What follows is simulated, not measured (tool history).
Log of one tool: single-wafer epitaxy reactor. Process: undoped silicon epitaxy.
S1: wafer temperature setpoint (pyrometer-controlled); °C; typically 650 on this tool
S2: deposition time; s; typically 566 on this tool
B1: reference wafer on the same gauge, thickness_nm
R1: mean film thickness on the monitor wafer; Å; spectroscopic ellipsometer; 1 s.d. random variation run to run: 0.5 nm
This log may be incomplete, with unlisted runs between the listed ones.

run,hour,S1,S2,B1,R1
1,0.0,650,566,97.774,979.97
2,64.9,650,566,97.902,989.68
3,105.5,650,566,97.906,986.37
4,162.8,650,566,97.889,988.14
5,188.2,650,566,97.917,989.69
6,236.9,650,566,97.920,975.97
7,323.3,650,566,98.026,991.08
8,483.4,650,497,97.823,872.85
# hour 510.2: pyrometer calibrated
9,533.0,650,566,97.818,987.29
10,600.6,650,566,97.930,988.86
11,636.2,650,566,97.921,987.14
12,772.4,650,566,98.087,991.69
13,796.5,650,566,97.908,989.77
14,831.4,645,604,97.619,949.18
15,863.0,657,515,97.855,1041.97
16,899.0,662,637,97.816,1440.81
17,950.8,662,637,97.921,1424.43
18,1021.3,659,630,97.993,1324.84
# hour 1061.7: gauge calibrated
19,1089.7,650,566,98.011,985.52
20,1122.3,650,566,97.890,985.75

What does the tool deliver on the next run?
21,1181.2,650,503,?,?

{"run 21": {"B1": 97.959, "R1": 883.84}}
Minus the tool's unlogged condition, the same run would have read R1 883.84 Å.
